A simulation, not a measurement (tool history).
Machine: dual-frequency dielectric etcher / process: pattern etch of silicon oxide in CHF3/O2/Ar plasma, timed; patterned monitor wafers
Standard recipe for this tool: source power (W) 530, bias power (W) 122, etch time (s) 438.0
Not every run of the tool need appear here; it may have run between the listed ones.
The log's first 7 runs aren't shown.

run,hour,source power (W),bias power (W),etch time (s),wafers since the last listed run,hours since the last wet clean,hours since the last source power generator calibration,hours since the last bias power generator calibration,hours since the last upper electrode change,hours since the gauge calibration,"read-back reference wafer on the same gauge, depth_nm",mean etch depth across the wafer (angstrom)
8,218.5,530,122,438.0,161,227.1,1466.5,1963.0,183.4,62.9,700.4,7756
9,239.3,530,122,438.0,107,247.9,1487.3,1983.8,204.2,83.7,700.2,7827
10,254.2,530,122,438.0,76,262.8,1502.2,1998.7,219.1,98.6,700.5,7772
# hour 271.1: source power generator calibrated
11,273.1,620,98,438.0,76,281.7,2.0,2017.6,238.0,117.5,699.8,7786
12,303.2,530,111,391.5,155,311.8,32.1,2047.7,268.1,147.6,699.8,6736
13,326.4,530,122,438.0,119,335.0,55.3,2070.9,291.3,170.8,699.7,7722
# hour 374.5: wet clean of the chamber
14,375.0,530,122,438.0,127,0.5,103.9,2119.5,339.9,219.4,699.1,7891
15,384.3,530,122,400.5,48,9.8,113.2,2128.8,349.2,228.7,699.9,7268
16,414.4,650,112,552.0,155,39.9,143.3,2158.9,379.3,258.8,700.6,10487
17,449.4,570,103,352.5,180,74.9,178.3,2193.9,414.3,293.8,700.1,6237
18,463.6,530,122,317.0,73,89.1,192.5,2208.1,428.5,308.0,700.1,5665
# hour 490.3: bias power generator calibrated
19,544.8,530,103,438.0,398,170.3,273.7,54.5,509.7,389.2,700.3,7595
20,573.0,480,132,488.5,145,198.5,301.9,82.7,537.9,417.4,699.2,8544
21,607.4,530,146,438.0,177,232.9,336.3,117.1,572.3,451.8,700.5,8098
22,625.1,610,122,504.0,91,250.6,354.0,134.8,590.0,469.5,699.8,9317
23,638.5,640,114,475.0,69,264.0,367.4,148.2,603.4,482.9,700.1,8772
24,655.7,590,122,359.0,88,281.2,384.6,165.4,620.6,500.1,701.2,6522
25,680.2,530,122,438.0,126,305.7,409.1,189.9,645.1,524.6,699.4,7783
26,697.1,530,122,438.0,87,322.6,426.0,206.8,662.0,541.5,699.6,7642
27,724.6,530,122,512.5,142,350.1,453.5,234.3,689.5,569.0,700.1,8976
# hour 751.6: wet clean of the chamber
28,759.0,530,122,438.0,53,7.4,487.9,268.7,723.9,603.4,700.6,7837
29,784.0,530,122,438.0,129,32.4,512.9,293.7,748.9,628.4,700.0,7890
30,797.3,530,122,393.0,68,45.7,526.2,307.0,762.2,641.7,699.7,7011
31,883.3,490,111,348.5,444,131.7,612.2,393.0,848.2,727.7,699.8,5925

Consider 3 possible next runs. They are alternatives, not a sequence: every one starts from the tool as it was left by run 31. What does each give?
A,883.8,440,122,438.0,2,132.2,612.7,393.5,848.7,728.2,?,?
B,883.8,430,122,438.0,2,132.2,612.7,393.5,848.7,728.2,?,?
C,883.8,420,149,438.0,2,132.2,612.7,393.5,848.7,728.2,?,?

run,"read-back reference wafer on the same gauge, depth_nm",mean etch depth across the wafer (angstrom)
A,700.0,7323
B,700.0,7272
C,700.0,7555
What these runs would have given with no unlogged condition in the tool:
run,mean etch depth across the wafer (angstrom)
A,7430
B,7379
C,7666
